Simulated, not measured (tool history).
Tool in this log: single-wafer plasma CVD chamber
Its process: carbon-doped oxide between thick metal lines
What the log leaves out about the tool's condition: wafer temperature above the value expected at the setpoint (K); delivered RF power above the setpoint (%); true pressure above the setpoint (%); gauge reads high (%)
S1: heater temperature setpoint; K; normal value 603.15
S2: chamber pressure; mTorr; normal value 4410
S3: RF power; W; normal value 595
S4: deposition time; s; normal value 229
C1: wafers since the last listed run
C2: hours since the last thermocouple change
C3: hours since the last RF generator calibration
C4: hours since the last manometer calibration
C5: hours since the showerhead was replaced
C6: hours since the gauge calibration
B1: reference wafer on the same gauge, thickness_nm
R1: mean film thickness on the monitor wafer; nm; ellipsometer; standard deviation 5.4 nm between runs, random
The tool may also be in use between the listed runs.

run,hour,S1,S2,S3,S4,C1,C2,C3,C4,C5,C6,B1,R1
1,0.0,603.15,4410,595,229,0,15.0,1378.5,2.3,2996.0,64.0,1432.117,1339.736
2,24.8,603.15,4410,595,229,233,39.8,1403.3,27.1,3020.8,88.8,1430.586,1329.455
3,38.4,603.15,4660,595,263,128,53.4,1416.9,40.7,3034.4,102.4,1430.233,1546.777
4,72.9,603.15,4660,595,263,324,87.9,1451.4,75.2,3068.9,136.9,1429.468,1552.229
5,103.5,603.15,4410,595,209,288,118.5,1482.0,105.8,3099.5,167.5,1429.815,1227.246
6,125.1,613.15,4410,635,229,203,140.1,1503.6,127.4,3121.1,189.1,1429.349,1351.328
7,140.3,607.15,4410,595,187,143,155.3,1518.8,142.6,3136.3,204.3,1429.839,1073.517
8,225.1,603.15,4410,510,210,798,240.1,1603.6,227.4,3221.1,289.1,1431.006,1102.656
# hour 265.3: showerhead replaced
9,265.8,603.15,4410,595,209,308,280.8,1644.3,268.1,0.5,329.8,1430.253,1211.879
# hour 292.7: RF generator calibrated
10,293.2,603.15,4410,595,229,182,308.2,0.5,295.5,27.9,357.2,1430.296,1281.983
11,312.2,603.15,4410,595,229,178,327.2,19.5,314.5,46.9,376.2,1429.383,1291.669
12,326.4,603.15,4410,595,251,133,341.4,33.7,328.7,61.1,390.4,1431.278,1411.409
13,350.7,603.15,4410,595,229,228,365.7,58.0,353.0,85.4,414.7,1430.716,1295.442
14,375.3,603.15,4410,595,245,231,390.3,82.6,377.6,110.0,439.3,1432.032,1387.859
15,394.8,607.15,4410,515,273,183,409.8,102.1,397.1,129.5,458.8,1429.261,1367.538
16,416.6,608.15,4410,595,229,205,431.6,123.9,418.9,151.3,480.6,1429.651,1268.144
17,431.5,608.15,3790,595,229,140,446.5,138.8,433.8,166.2,495.5,1429.787,1217.971
18,455.8,603.15,4410,595,229,228,470.8,163.1,458.1,190.5,519.8,1428.765,1293.480
19,481.5,596.15,3320,660,243,242,496.5,188.8,483.8,216.2,545.5,1430.425,1400.273
20,497.0,613.15,4410,595,229,146,512.0,204.3,499.3,231.7,561.0,1429.236,1236.781
21,528.9,603.15,4410,595,229,300,543.9,236.2,531.2,263.6,592.9,1431.198,1283.224
# hour 545.4: RF generator calibrated, repeated, since the last time left the tool worse
22,546.5,603.15,3400,595,229,90,561.5,1.1,548.8,281.2,610.5,1429.389,1298.558
23,577.1,592.15,3930,595,229,288,592.1,31.7,579.4,311.8,641.1,1429.686,1384.955
24,599.6,616.15,5060,650,212,211,614.6,54.2,601.9,334.3,663.6,1429.966,1334.376
25,612.0,603.15,4410,595,229,116,627.0,66.6,614.3,346.7,676.0,1430.661,1369.271
26,647.6,603.15,4410,595,229,335,662.6,102.2,649.9,382.3,711.6,1429.430,1362.789
27,678.1,603.15,4410,595,268,287,693.1,132.7,680.4,412.8,742.1,1430.246,1613.030
28,703.6,603.15,4410,630,204,240,718.6,158.2,705.9,438.3,767.6,1430.463,1262.998

Forecast each of these 4 alternatives for the next run:
A,704.1,603.15,4410,595,229,4,719.1,158.7,706.4,438.8,768.1,?,?
B,704.1,594.15,4410,630,229,4,719.1,158.7,706.4,438.8,768.1,?,?
C,704.1,610.15,3470,595,191,4,719.1,158.7,706.4,438.8,768.1,?,?
D,704.1,593.15,4410,595,229,4,719.1,158.7,706.4,438.8,768.1,?,?

run,B1,R1
A,1429.737,1379.589
B,1429.737,1481.001
C,1429.737,1064.249
D,1429.737,1433.632
Without the tool's hidden state the same runs would have given:
run,R1
A,1389.603
B,1491.751
C,1071.974
D,1444.038
